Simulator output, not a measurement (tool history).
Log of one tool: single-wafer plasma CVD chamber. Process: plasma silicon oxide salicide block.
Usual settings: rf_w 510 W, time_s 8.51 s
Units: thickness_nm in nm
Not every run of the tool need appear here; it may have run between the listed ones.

run     day  rf_w  time_s  read-back reference wafer on the same gauge, thickness_nm  thickness_nm
  1       0   510    8.51                                                     86.413         93.56
  2   0.817   510    8.51                                                     86.491        93.701
  3   3.525   510    8.51                                                     86.549        93.691
  4   4.204   510    8.51                                                     86.568         93.67
      4.567  -- gauge calibrated
  5    5.35   510    8.51                                                     86.508        93.435
  6   6.479   510    8.51                                                     86.487         93.95
  7   7.342   435    8.51                                                      86.49         85.65
  8    8.15   435    8.51                                                     86.522        85.957
  9   9.642   435    8.51                                                     86.481        85.997
 10  10.654   510    8.51                                                     86.445        94.245
 11  11.875   510    8.51                                                     86.592        93.885
 12  12.971   560    8.51                                                       86.6        98.227
 13  14.304   560    8.51                                                     86.545        97.747
     15.862  -- RF generator calibrated
 14  15.883   510    8.85                                                     86.516        97.198
 15  16.846   510    8.51                                                     86.633        93.823
 16  17.638   510    8.51                                                     86.503        93.754
 17  18.296   510    7.04                                                     86.523        77.754
 18  19.392   510    8.51                                                     86.365        94.037
 19    20.6   510    8.51                                                     86.506        93.588
 20  21.883   600    8.03                                                     86.409        95.494
 21  23.217   420    7.18                                                     86.461        70.876
 22  24.162   510    8.51                                                     86.523        93.849
     24.917  -- gauge calibrated
 23  25.454   510    8.51                                                      86.52        93.954
 24  26.038   510    8.85                                                     86.536        97.221
 25  26.992   470    9.62                                                     86.455        101.24
 26  27.562   475    9.37                                                     86.533        99.333
     28.121  -- showerhead replaced
 27  28.825   410    7.02                                                     86.574        68.348
 28  30.142   590     9.5                                                     86.475       112.336
 29  30.696   425    7.16                                                      86.49        70.924
 30  31.788   540    8.05                                                     86.526        91.215
 31  35.483   610    8.51                                                     86.547        102.69
 32  36.825   510    8.51                                                     86.423        93.812

What if the next run were any one of these 5? Each begins from the tool's condition after run 32:
  A  36.842   510    9.13                                                          ?             ?
  B  36.842   560    9.52                                                          ?             ?
  C  36.842   605   10.02                                                          ?             ?
  D  36.842   605    9.96                                                          ?             ?
  E  36.842   510    7.31                                                          ?             ?

run  read-back reference wafer on the same gauge, thickness_nm  thickness_nm
  A                                                     86.528       100.608
  B                                                     86.528       109.871
  C                                                     86.528       119.915
  D                                                     86.528       119.197
  E                                                     86.528        80.553
Stripped of hidden state, with their random variation kept, the same runs would have yielded:
run  thickness_nm
  A       100.608
  B       109.871
  C       119.915
  D       119.197
  E        80.553
